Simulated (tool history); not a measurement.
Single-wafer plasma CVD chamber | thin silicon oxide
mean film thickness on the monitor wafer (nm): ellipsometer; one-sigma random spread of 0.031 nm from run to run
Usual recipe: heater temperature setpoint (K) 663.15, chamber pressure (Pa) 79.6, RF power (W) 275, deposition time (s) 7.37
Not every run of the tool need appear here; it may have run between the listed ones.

run	hour	heater temperature setpoint (K)	chamber pressure (Pa)	RF power (W)	deposition time (s)	wafers since the last listed run	hours since the last thermocouple change	hours since the last RF generator calibration	hours since the last manometer calibration	hours since the showerhead was replaced	hours since the gauge calibration	read-back reference wafer on the same gauge, thickness_nm	mean film thickness on the monitor wafer (nm)
1	0.0	663.15	79.6	275	7.37	0	2696.8	882.2	1855.7	7125.1	213.5	11.182	9.297
# hour 5.6: gauge calibrated
2	16.9	663.15	79.6	275	7.37	694	2713.7	899.1	1872.6	7142.0	11.3	11.195	9.373
3	33.8	663.15	73.1	275	7.37	694	2730.6	916.0	1889.5	7158.9	28.2	11.197	8.486
4	43.7	663.15	73.1	275	7.37	406	2740.5	925.9	1899.4	7168.8	38.1	11.203	8.529
5	55.1	657.15	79.6	275	7.37	468	2751.9	937.3	1910.8	7180.2	49.5	11.217	9.355
6	71.9	657.15	79.6	275	7.37	690	2768.7	954.1	1927.6	7197.0	66.3	11.189	9.337
7	88.3	663.15	73.2	315	7.37	673	2785.1	970.5	1944.0	7213.4	82.7	11.199	9.113
8	97.4	663.15	73.2	315	7.37	373	2794.2	979.6	1953.1	7222.5	91.8	11.197	9.114
9	110.0	663.15	73.2	315	7.37	517	2806.8	992.2	1965.7	7235.1	104.4	11.205	9.195
10	125.8	663.15	79.6	275	7.37	649	2822.6	1008.0	1981.5	7250.9	120.2	11.194	9.270
11	134.8	663.15	79.6	275	7.37	369	2831.6	1017.0	1990.5	7259.9	129.2	11.200	9.283
12	141.9	663.15	79.6	275	7.37	291	2838.7	1024.1	1997.6	7267.0	136.3	11.211	9.298
# hour 158.1: capacitance manometer re-zeroed and calibrated
# hour 162.5: showerhead replaced
13	163.0	663.15	79.6	275	7.37	358	2859.8	1045.2	4.9	0.5	157.4	11.191	9.913
14	171.9	663.15	79.6	275	7.37	365	2868.7	1054.1	13.8	9.4	166.3	11.204	9.905
15	181.1	663.15	66.5	260	8.11	378	2877.9	1063.3	23.0	18.6	175.5	11.210	8.768
16	190.4	663.15	65.2	275	8.54	382	2887.2	1072.6	32.3	27.9	184.8	11.200	9.325
# hour 202.0: RF generator calibrated
17	202.5	663.15	88.1	245	6.79	168	2899.3	0.5	44.4	40.0	196.9	11.184	9.874
# hour 213.9: thermocouple changed; heater temperature recalibrated
18	214.4	663.15	93.6	325	7.37	160	0.5	12.4	56.3	51.9	208.8	11.215	13.172
19	215.7	663.15	92.3	275	7.37	53	1.8	13.7	57.6	53.2	210.1	11.192	11.999
20	224.8	663.15	79.6	275	7.37	373	10.9	22.8	66.7	62.3	219.2	11.198	10.255
21	237.9	663.15	79.6	275	7.79	538	24.0	35.9	79.8	75.4	232.3	11.210	10.809
# hour 240.9: gauge calibrated
22	254.0	677.15	72.1	225	8.28	661	40.1	52.0	95.9	91.5	13.1	11.210	9.145
23	260.5	663.15	79.6	275	7.37	267	46.6	58.5	102.4	98.0	19.6	11.198	10.183
24	268.7	651.15	91.3	240	7.37	336	54.8	66.7	110.6	106.2	27.8	11.197	10.914
25	284.2	677.15	79.6	275	7.37	636	70.3	82.2	126.1	121.7	43.3	11.197	10.030
26	297.2	653.15	89.3	275	7.37	534	83.3	95.2	139.1	134.7	56.3	11.187	11.417
27	306.5	673.15	94.9	275	7.37	382	92.6	104.5	148.4	144.0	65.6	11.208	11.940
28	318.8	676.15	79.6	275	8.53	505	104.9	116.8	160.7	156.3	77.9	11.224	11.488
29	330.7	677.15	79.6	275	7.37	488	116.8	128.7	172.6	168.2	89.8	11.192	9.907

Branching from run 29: 4 alternative next runs. What would each branch give?
A	331.1	663.15	79.6	275	7.37	16	117.2	129.1	173.0	168.6	90.2	?	?
B	331.1	649.15	79.6	275	8.31	16	117.2	129.1	173.0	168.6	90.2	?	?
C	331.1	649.15	79.6	275	7.37	16	117.2	129.1	173.0	168.6	90.2	?	?
D	331.1	648.15	64.9	245	8.35	16	117.2	129.1	173.0	168.6	90.2	?	?

run	read-back reference wafer on the same gauge, thickness_nm	mean film thickness on the monitor wafer (nm)
A	11.198	10.040
B	11.198	11.437
C	11.198	10.146
D	11.198	8.755
Take away the tool's hidden state, keep each run's random variation, and the runs would have read:
run	mean film thickness on the monitor wafer (nm)
A	10.418
B	11.868
C	10.528
D	9.100
